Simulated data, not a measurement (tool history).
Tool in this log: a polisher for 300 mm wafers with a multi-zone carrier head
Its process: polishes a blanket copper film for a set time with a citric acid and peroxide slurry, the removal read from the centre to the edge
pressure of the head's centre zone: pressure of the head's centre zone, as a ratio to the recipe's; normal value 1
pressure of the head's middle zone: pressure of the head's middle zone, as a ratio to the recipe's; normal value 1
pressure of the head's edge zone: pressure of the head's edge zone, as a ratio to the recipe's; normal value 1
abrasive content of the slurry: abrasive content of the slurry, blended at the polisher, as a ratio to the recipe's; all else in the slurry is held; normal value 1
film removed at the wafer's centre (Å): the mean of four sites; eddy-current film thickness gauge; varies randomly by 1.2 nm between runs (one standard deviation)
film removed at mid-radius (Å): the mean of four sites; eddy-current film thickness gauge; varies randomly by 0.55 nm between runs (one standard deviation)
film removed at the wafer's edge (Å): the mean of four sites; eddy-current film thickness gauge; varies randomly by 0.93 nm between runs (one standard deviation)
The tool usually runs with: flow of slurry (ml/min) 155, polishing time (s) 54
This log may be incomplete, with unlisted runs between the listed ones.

run   hour  flow of slurry (ml/min)  pressure of the head's centre zone  pressure of the head's middle zone  pressure of the head's edge zone  abrasive content of the slurry  polishing time (s)  incoming thickness of the incoming film, nm  film removed at the wafer's centre (Å)  film removed at mid-radius (Å)  film removed at the wafer's edge (Å)
  1      0                      155                                   1                                   1                              0.94                               1                  54                                        495.9                                     778                             747                                   729
  2   35.6                      155                                   1                                   1                                 1                               1                  54                                        488.7                                     766                             740                                   755
  3     50                      155                                   1                                   1                                 1                               1                  54                                        487.9                                     739                             740                                   759
      58.8  -- worn pad replaced by a new one
  4   77.1                      155                                   1                                   1                                 1                               1                  54                                        486.8                                     749                             745                                   754
  5  111.2                      155                                   1                                   1                                 1                               1                  54                                        483.7                                     734                             742                                   748
  6  126.7                      155                                   1                                   1                                 1                               1                  54                                        491.6                                     746                             734                                   741
  7  162.1                      155                                   1                                   1                                 1                               1                  54                                        486.2                                     733                             721                                   728
     183.4  -- worn pad replaced by a new one
  8  186.4                      155                                   1                                   1                                 1                               1                  54                                        485.5                                     735                             725                                   733
  9  204.9                      115                                   1                                   1                                 1                               1                  54                                          500                                     630                             642                                   677
     233.2  -- centre zone pressure recalibrated
       237  -- edge zone pressure recalibrated
     251.8  -- slurry nozzle cleaned
       283  -- worn pad replaced by a new one
 10  306.6                      155                                   1                                   1                                 1                               1                  54                                        494.7                                     787                             766                                   783
 11  331.6                      190                                   1                                   1                              0.89                            1.25                  54                                        488.2                                     881                             859                                   817
     361.1  -- carrier head's membrane replaced by a new one
 12  361.6                      210                                   1                                   1                                 1                               1                  41                                        489.8                                     625                             615                                   609
 13  379.9                      115                                1.05                                   1                                 1                               1                  54                                        484.9                                     754                             721                                   751
     392.6  -- worn pad replaced by a new one
 14  402.9                      155                                   1                                   1                              1.05                               1                  54                                        482.1                                     794                             768                                   810
 15  435.6                      155                                   1                                   1                              1.05                               1                  54                                        485.5                                     806                             772                                   790
 16  461.1                      155                                   1                                   1                              0.96                               1                  54                                        481.8                                     786                             776                                   779
 17  496.5                      120                                   1                                   1                                 1                            1.25                  48                                        483.9                                     701                             693                                   704
     516.9  -- worn pad replaced by a new one
 18  520.5                      155                                   1                                 1.1                                 1                               1                  54                                        492.7                                     781                             810                                   772
 19  536.8                      135                                   1                                   1                                 1                               1                  54                                        494.5                                     747                             741                                   759
 20  560.6                      115                                1.05                                   1                                 1                               1                  54                                        487.9                                     758                             706                                   742

Branching from run 20: 5 alternative next runs. What would each branch give?
  A   561                      155                                   1                                1.09                                 1                               1                  54                                        493.4                                       ?                               ?                                     ?
  B   561                      155                                   1                                 1.1                                 1                               1                  49                                        493.4                                       ?                               ?                                     ?
  C   561                      130                                0.94                                   1                                 1                               1                  54                                        493.4                                       ?                               ?                                     ?
  D   561                      155                                   1                                   1                              1.09                             0.7                  54                                        493.4                                       ?                               ?                                     ?
  E   561                      155                                   1                                0.96                                 1                               1                  47                                        493.4                                       ?                               ?                                     ?

run  film removed at the wafer's centre (Å)  film removed at mid-radius (Å)  film removed at the wafer's edge (Å)
  A                                     777                             808                                   763
  B                                     705                             738                                   693
  C                                     700                             733                                   741
  D                                     678                             667                                   695
  E                                     676                             648                                   665
Without the tool's hidden state the same runs would have given:
run  film removed at the wafer's centre (Å)  film removed at mid-radius (Å)  film removed at the wafer's edge (Å)
  A                                     791                             821                                   772
  B                                     718                             750                                   701
  C                                     715                             747                                   751
  D                                     690                             677                                   703
  E                                     688                             659                                   673
